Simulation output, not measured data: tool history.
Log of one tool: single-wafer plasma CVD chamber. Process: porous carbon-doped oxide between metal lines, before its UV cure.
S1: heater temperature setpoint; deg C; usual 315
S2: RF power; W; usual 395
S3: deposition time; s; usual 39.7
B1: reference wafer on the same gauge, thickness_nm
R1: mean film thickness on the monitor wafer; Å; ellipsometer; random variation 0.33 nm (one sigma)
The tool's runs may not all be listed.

run   hour   S1   S2    S3       B1       R1
  1      0  325  395  39.7  183.985  1419.17
  2     15  325  395  39.7  183.971  1424.98
  3   23.9  315  395  39.7  184.023  1476.81
  4   30.8  315  395  39.7  184.012  1482.24
  5   45.3  315  395  39.7  183.909  1481.11
  6   53.1  315  395  39.7  183.968  1475.67
  7     63  315  395  39.7  183.983  1481.99
  8   70.1  315  395  39.7  183.953  1478.86
  9   83.1  315  395  39.7   183.97  1475.63
 10     96  315  395  39.7   183.99  1479.61
 11  109.6  315  395  39.7   183.95  1475.63
 12  116.8  315  395  39.7  183.975  1477.27
 13  124.7  323  395  39.7  183.953  1425.02
 14  142.1  323  395  39.7  184.002  1427.64
     155.7  -- showerhead replaced
 15  158.1  315  395  39.7  183.992  1477.32
     165.2  -- gauge calibrated
 16  174.3  315  445  39.7  184.012  1630.14
     186.9  -- RF generator calibrated
 17  187.4  307  455  34.1  184.015  1584.77
 18    191  315  395  39.7  183.984  1576.64
 19  204.9  322  360  34.3  183.975  1228.04
 20  212.2  309  320  34.8  184.009  1190.41
 21    222  315  395  42.2  183.971  1668.15
 22  228.5  303  395  33.3  183.982  1399.33
       242  -- thermocouple changed; heater temperature recalibrated
 23  246.1  319  460  39.7  183.964  1797.09
 24  256.6  315  395  39.7   183.98  1612.83
 25  266.8  315  395  39.7  184.016  1610.07
 26  277.9  310  460  45.1  183.933  2114.21
 27  294.6  327  345  39.7  184.033  1356.25
 28  301.9  324  470  34.8  184.039  1563.88
 29  312.2  304  460  45.4  184.006  2181.35
 30  321.9  315  430  46.7  183.968  2008.07
 31  334.9  315  395  39.7  183.926  1602.05
 32  341.4  315  330  39.7  184.049  1373.09
 33  351.4  315  395  39.7  183.947  1603.39
 34  362.7  315  325    34   183.98   1158.8
 35  405.1  326  395    45  183.938  1708.22

Hidden state or all else? Some run-to-run changes of R1, split into what the settings, what came in and random variation would give without the hidden state, and what is left for the hidden state (with any gauge scatter that isn't in both results):
The hidden state here: wafer temperature above the value expected at the setpoint (K); delivered RF power above the setpoint (%); gauge reads high (%).
Run 16 -> 17: S1 315 -> 307, S2 445 -> 455, S3 39.7 -> 34.1, RF generator calibrated. R1 -45.37 Å: hidden state +114.76, all else -160.13.
Run 22 -> 23: S1 303 -> 319, S2 395 -> 460, S3 33.3 -> 39.7, thermocouple changed; heater temperature recalibrated. R1 +397.76 Å: hidden state +42.91, all else +354.85.
Run 26 -> 27: S1 310 -> 327, S2 460 -> 345, S3 45.1 -> 39.7. R1 -757.96 Å: hidden state +5.39, all else -763.35.
Run 28 -> 29: S1 324 -> 304, S2 470 -> 460, S3 34.8 -> 45.4. R1 +617.47 Å: hidden state -14.81, all else +632.28.
Run 34 -> 35: S1 315 -> 326, S2 325 -> 395, S3 34 -> 45. R1 +549.42 Å: hidden state -21.87, all else +571.29.

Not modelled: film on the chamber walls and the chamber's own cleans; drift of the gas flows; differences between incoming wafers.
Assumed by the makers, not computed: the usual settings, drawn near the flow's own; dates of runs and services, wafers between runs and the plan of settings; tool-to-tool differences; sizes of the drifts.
